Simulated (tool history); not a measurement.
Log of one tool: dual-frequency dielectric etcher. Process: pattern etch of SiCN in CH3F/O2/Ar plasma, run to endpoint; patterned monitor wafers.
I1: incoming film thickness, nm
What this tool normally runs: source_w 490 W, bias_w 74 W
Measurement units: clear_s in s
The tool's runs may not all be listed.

run 1 hour=0.0 | source_w=490 bias_w=74 | I1=10.99 | clear_s=26.5
run 2 hour=29.7 | source_w=490 bias_w=74 | I1=10.85 | clear_s=26.5
run 3 hour=44.0 | source_w=490 bias_w=74 | I1=10.80 | clear_s=26.3
run 4 hour=63.0 | source_w=490 bias_w=74 | I1=10.89 | clear_s=26.8
run 5 hour=86.4 | source_w=490 bias_w=74 | I1=10.90 | clear_s=26.7
run 6 hour=106.9 | source_w=490 bias_w=74 | I1=10.84 | clear_s=26.9
run 7 hour=131.8 | source_w=490 bias_w=74 | I1=10.91 | clear_s=27.2
-- hour=147.6 source power generator calibrated
run 8 hour=148.1 | source_w=490 bias_w=74 | I1=10.94 | clear_s=27.0
run 9 hour=174.8 | source_w=570 bias_w=74 | I1=10.81 | clear_s=25.5
run 10 hour=192.7 | source_w=420 bias_w=74 | I1=10.87 | clear_s=28.5
-- hour=238.0 upper electrode replaced
run 11 hour=238.5 | source_w=450 bias_w=65 | I1=11.03 | clear_s=30.1
run 12 hour=239.9 | source_w=400 bias_w=79 | I1=10.79 | clear_s=28.5
run 13 hour=333.4 | source_w=610 bias_w=91 | I1=11.02 | clear_s=24.3
-- hour=357.0 bias power generator calibrated
-- hour=359.6 wet clean of the chamber
run 14 hour=360.1 | source_w=410 bias_w=74 | I1=10.90 | clear_s=27.5
run 15 hour=387.1 | source_w=490 bias_w=64 | I1=11.05 | clear_s=27.5
run 16 hour=400.2 | source_w=490 bias_w=74 | I1=10.90 | clear_s=26.0
run 17 hour=421.8 | source_w=450 bias_w=65 | I1=10.92 | clear_s=28.1
run 18 hour=439.6 | source_w=490 bias_w=80 | I1=10.93 | clear_s=25.7
run 19 hour=459.4 | source_w=490 bias_w=57 | I1=10.93 | clear_s=28.5

Alternative continuations, all from the tool just after run 19; predict every row:
run A hour=459.8 | source_w=490 bias_w=74 | I1=10.99 | clear_s=?
run B hour=459.8 | source_w=580 bias_w=89 | I1=10.99 | clear_s=?
run C hour=459.8 | source_w=560 bias_w=82 | I1=10.99 | clear_s=?
run D hour=459.8 | source_w=540 bias_w=80 | I1=10.99 | clear_s=?

run=A clear_s=26.3
run=B clear_s=23.3
run=C clear_s=24.3
run=D clear_s=24.8
Without the tool's hidden state the same runs would have given:
run=A clear_s=26.3
run=B clear_s=23.3
run=C clear_s=24.3
run=D clear_s=24.8
